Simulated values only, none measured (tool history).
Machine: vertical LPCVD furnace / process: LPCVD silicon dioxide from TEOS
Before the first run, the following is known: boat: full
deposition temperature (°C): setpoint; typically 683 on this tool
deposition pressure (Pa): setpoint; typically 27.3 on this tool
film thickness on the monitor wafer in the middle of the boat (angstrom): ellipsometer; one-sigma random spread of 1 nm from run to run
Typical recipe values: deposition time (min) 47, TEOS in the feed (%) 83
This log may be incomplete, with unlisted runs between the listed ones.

run	hour	deposition temperature (°C)	deposition pressure (Pa)	deposition time (min)	TEOS in the feed (%)	read-back reference wafer on the same gauge, thickness	film thickness on the monitor wafer in the middle of the boat (angstrom)
1	0	683	27.3	47	83	179.11	2137.4
2	76	683	27.3	47	83	179.09	2130.7
3	273.5	683	23.3	47	83	179.05	1947.1
4	351.7	683	23.3	47	83	178.83	1964.9
5	427.8	683	27.3	47	93	178.96	2230.6
6	517.1	683	27.3	47	70	178.93	1939.2
7	605.2	683	27.3	47	83	179	2116.2
8	705.8	683	27.3	47	83	178.88	2130.8
9	784.6	683	27.3	47	83	179.03	2122.1
10	847.1	683	27.3	47	83	179	2122.1
11	941.9	683	27.3	47	83	179.07	2097.1
# hour 1009.7: gauge calibrated
12	1031.2	683	27.3	47	83	179.02	2114.4
13	1115.3	683	27.3	47	83	179.02	2077.2
14	1187.7	683	30	47	83	179.12	2195.2
15	1234.8	683	27.3	54	97	179.14	2599.2
16	1305.3	683	20.7	38.5	78	178.97	1420.7
17	1351.4	683	21.3	55.5	83	179.06	2168.6
18	1416.9	683	27.3	47	93	178.87	2203.4
# hour 1442.9: TEOS flow controller replaced
# hour 1452.1: pressure gauge zeroed
19	1494.5	683	27.3	65	83	178.92	2947.7
20	1595.9	683	23.3	47	83	178.78	1973.1
21	1670.8	683	27.3	65	83	178.91	2937.5
22	1728.5	683	27.3	47	83	178.99	2126.2
23	1798.8	683	27.3	47	83	179.11	2130.2
# hour 1886: thermocouples replaced and temperature profile calibrated
24	1886.5	683	30	47	83	179.11	2218.4
25	2014.3	683	30	47	91	178.99	2308.5
26	2182.2	678	27.3	47	79	179.18	1816.1
27	2286.7	680	27.3	47	89	178.76	2034.7
28	2333.7	675	27.3	47	83	179.16	1724.7
29	2391.1	683	27.3	56.5	83	178.98	2523

What if the next run were any one of these 4? Each begins from the tool's condition after run 29:
A	2396.4	683	27.3	47	83	?	?
B	2396.4	677	31.3	63	70	?	?
C	2396.4	678	27.3	47	83	?	?
D	2396.4	687	30.7	47	70	?	?

run	read-back reference wafer on the same gauge, thickness	film thickness on the monitor wafer in the middle of the boat (angstrom)
A	178.96	2094.2
B	178.96	2391.4
C	178.96	1855.2
D	178.96	2246.4
Take away the tool's hidden state, keep each run's random variation, and the runs would have read:
run	film thickness on the monitor wafer in the middle of the boat (angstrom)
A	2128.9
B	2425.8
C	1886
D	2279.5

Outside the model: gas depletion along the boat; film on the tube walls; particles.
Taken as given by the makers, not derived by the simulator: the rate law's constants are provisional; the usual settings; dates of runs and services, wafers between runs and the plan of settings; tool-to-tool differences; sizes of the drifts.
